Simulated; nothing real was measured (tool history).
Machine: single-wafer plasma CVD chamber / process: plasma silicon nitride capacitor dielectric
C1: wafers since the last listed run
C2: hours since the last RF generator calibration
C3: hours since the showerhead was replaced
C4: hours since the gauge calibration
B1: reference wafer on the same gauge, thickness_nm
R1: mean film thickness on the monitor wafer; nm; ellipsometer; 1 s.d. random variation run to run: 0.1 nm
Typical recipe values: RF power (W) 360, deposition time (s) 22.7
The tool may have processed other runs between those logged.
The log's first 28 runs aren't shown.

Run 29, hour 1250.5: usual settings but RF power (W) 430, deposition time (s) 26.3; C1 669; C2 231.3; C3 3126.6; C4 1240.9; B1 24.780. Result: R1 37.914 nm.
Run 30, hour 1284.4: usual settings but RF power (W) 395, deposition time (s) 21.4; C1 602; C2 265.2; C3 3160.5; C4 1274.8; B1 24.793. Result: R1 30.069 nm.
At hour 1330.4: gauge calibrated.
Run 31, hour 1341.6: usual settings but RF power (W) 425, deposition time (s) 20.1; C1 1016; C2 322.4; C3 3217.7; C4 11.2; B1 24.801. Result: R1 28.769 nm.
At hour 1359.5: showerhead replaced.
Run 32, hour 1400.9: usual settings but RF power (W) 290, deposition time (s) 24.1; C1 911; C2 381.7; C3 41.4; C4 70.5; B1 24.844. Result: R1 30.209 nm.
Run 33, hour 1457.2: usual settings; C1 1000; C2 438.0; C3 97.7; C4 126.8; B1 24.789. Result: R1 30.974 nm.
Run 34, hour 1518.9: usual settings but RF power (W) 315, deposition time (s) 25.8; C1 1096; C2 499.7; C3 159.4; C4 188.5; B1 24.776. Result: R1 33.413 nm.
Run 35, hour 1588.8: usual settings but RF power (W) 310, deposition time (s) 27.0; C1 1242; C2 569.6; C3 229.3; C4 258.4; B1 24.838. Result: R1 34.851 nm.
Run 36, hour 1622.5: usual settings but RF power (W) 290, deposition time (s) 25.6; C1 598; C2 603.3; C3 263.0; C4 292.1; B1 24.795. Result: R1 32.120 nm.
Run 37, hour 1684.3: usual settings but deposition time (s) 24.4; C1 1098; C2 665.1; C3 324.8; C4 353.9; B1 24.784. Result: R1 33.133 nm.
Run 38, hour 1722.8: usual settings but RF power (W) 345, deposition time (s) 19.6; C1 684; C2 703.6; C3 363.3; C4 392.4; B1 24.791. Result: R1 26.326 nm.
Run 39, hour 1768.8: usual settings but deposition time (s) 25.1; C1 817; C2 749.6; C3 409.3; C4 438.4; B1 24.785. Result: R1 34.114 nm.

Forecast each of these 5 alternatives for the next run:
Run A, hour 1769.2: usual settings; C1 7; C2 750.0; C3 409.7; C4 438.8; B1 ?. Result: R1 ?.
Run B, hour 1769.2: usual settings but deposition time (s) 26.4; C1 7; C2 750.0; C3 409.7; C4 438.8; B1 ?. Result: R1 ?.
Run C, hour 1769.2: usual settings but RF power (W) 335, deposition time (s) 27.2; C1 7; C2 750.0; C3 409.7; C4 438.8; B1 ?. Result: R1 ?.
Run D, hour 1769.2: usual settings but deposition time (s) 26.0; C1 7; C2 750.0; C3 409.7; C4 438.8; B1 ?. Result: R1 ?.
Run E, hour 1769.2: usual settings but RF power (W) 340, deposition time (s) 24.9; C1 7; C2 750.0; C3 409.7; C4 438.8; B1 ?. Result: R1 ?.

run      B1      R1
  A  24.808  30.717
  B  24.808  35.724
  C  24.808  35.877
  D  24.808  35.183
  E  24.808  33.017
Without the tool's unlogged condition, the same runs would have read:
run      R1
  A  30.717
  B  35.724
  C  35.877
  D  35.183
  E  33.017
